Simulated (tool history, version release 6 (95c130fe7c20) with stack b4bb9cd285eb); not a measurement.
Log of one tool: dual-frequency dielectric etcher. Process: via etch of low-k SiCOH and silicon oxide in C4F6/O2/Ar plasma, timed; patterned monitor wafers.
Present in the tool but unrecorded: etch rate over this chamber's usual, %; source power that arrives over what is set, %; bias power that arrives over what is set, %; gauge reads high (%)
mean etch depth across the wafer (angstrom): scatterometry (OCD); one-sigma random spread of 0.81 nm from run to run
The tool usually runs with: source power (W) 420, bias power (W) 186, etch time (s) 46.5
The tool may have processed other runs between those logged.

| run | hour | source power (W) | bias power (W) | etch time (s) | wafers since the last listed run | hours since the last wet clean | hours since the last source power generator calibration | hours since the last bias power generator calibration | hours since the last upper electrode change | hours since the gauge calibration | read-back reference wafer on the same gauge, depth_nm | mean etch depth across the wafer (angstrom) |
|---|---|---|---|---|---|---|---|---|---|---|---|---|
| 1 | 0 | 480 | 154 | 46.5 | 0 | 132.8 | 4310.8 | 2824.7 | 4724.9 | 328.3 | 148 | 1321 |
|  | 27.6 | gauge calibrated |
| 2 | 30.3 | 480 | 154 | 46.5 | 499 | 163.1 | 4341.1 | 2855 | 4755.2 | 2.7 | 148 | 1315 |
| 3 | 57.2 | 480 | 154 | 46.5 | 443 | 190 | 4368 | 2881.9 | 4782.1 | 29.6 | 148 | 1298 |
| 4 | 88.6 | 420 | 186 | 46.5 | 517 | 221.4 | 4399.4 | 2913.3 | 4813.5 | 61 | 148.3 | 1367 |
| 5 | 125.3 | 420 | 186 | 46.5 | 604 | 258.1 | 4436.1 | 2950 | 4850.2 | 97.7 | 148.4 | 1360 |
| 6 | 159.3 | 420 | 186 | 46.5 | 560 | 292.1 | 4470.1 | 2984 | 4884.2 | 131.7 | 148.2 | 1364 |
| 7 | 196.6 | 350 | 186 | 46.5 | 614 | 329.4 | 4507.4 | 3021.3 | 4921.5 | 169 | 147.6 | 1291 |
| 8 | 266.4 | 370 | 141 | 38.5 | 1149 | 399.2 | 4577.2 | 3091.1 | 4991.3 | 238.8 | 148 | 950 |
| 9 | 319.9 | 390 | 186 | 50 | 881 | 452.7 | 4630.7 | 3144.6 | 5044.8 | 292.3 | 148 | 1416 |
|  | 346.2 | bias power generator calibrated |
|  | 375.2 | wet clean of the chamber |
| 10 | 384.8 | 420 | 224 | 46.5 | 607 | 9.6 | 4695.6 | 38.6 | 5109.7 | 357.2 | 148.2 | 1505 |
| 11 | 416.7 | 420 | 211 | 51.5 | 525 | 41.5 | 4727.5 | 70.5 | 5141.6 | 389.1 | 148.2 | 1621 |
|  | 428.4 | gauge calibrated |
|  | 452.4 | source power generator calibrated |
|  | 479.9 | upper electrode replaced |
| 12 | 480.4 | 420 | 215 | 52.5 | 588 | 105.2 | 28 | 134.2 | 0.5 | 52 | 147.7 | 1661 |
| 13 | 538.9 | 420 | 186 | 46.5 | 963 | 163.7 | 86.5 | 192.7 | 59 | 110.5 | 148 | 1366 |
| 14 | 586.9 | 420 | 186 | 46.5 | 790 | 211.7 | 134.5 | 240.7 | 107 | 158.5 | 148.1 | 1358 |
| 15 | 612.4 | 390 | 173 | 46.5 | 420 | 237.2 | 160 | 266.2 | 132.5 | 184 | 148.3 | 1297 |

Pick out some run-to-run changes in mean etch depth across the wafer (angstrom). Of each, how much would a tool without hidden state show as well, from the settings, what came in and chance, and how much is left for the hidden state and any gauge scatter not in both results compared?
Run 8 -> 9: source power (W) 370 -> 390, bias power (W) 141 -> 186, etch time (s) 38.5 -> 50. mean etch depth across the wafer (angstrom) +466: hidden state -28, all else +494.
Run 9 -> 10: source power (W) 390 -> 420, bias power (W) 186 -> 224, etch time (s) 50 -> 46.5, bias power generator calibrated, wet clean of the chamber. mean etch depth across the wafer (angstrom) +89: hidden state +67, all else +22.
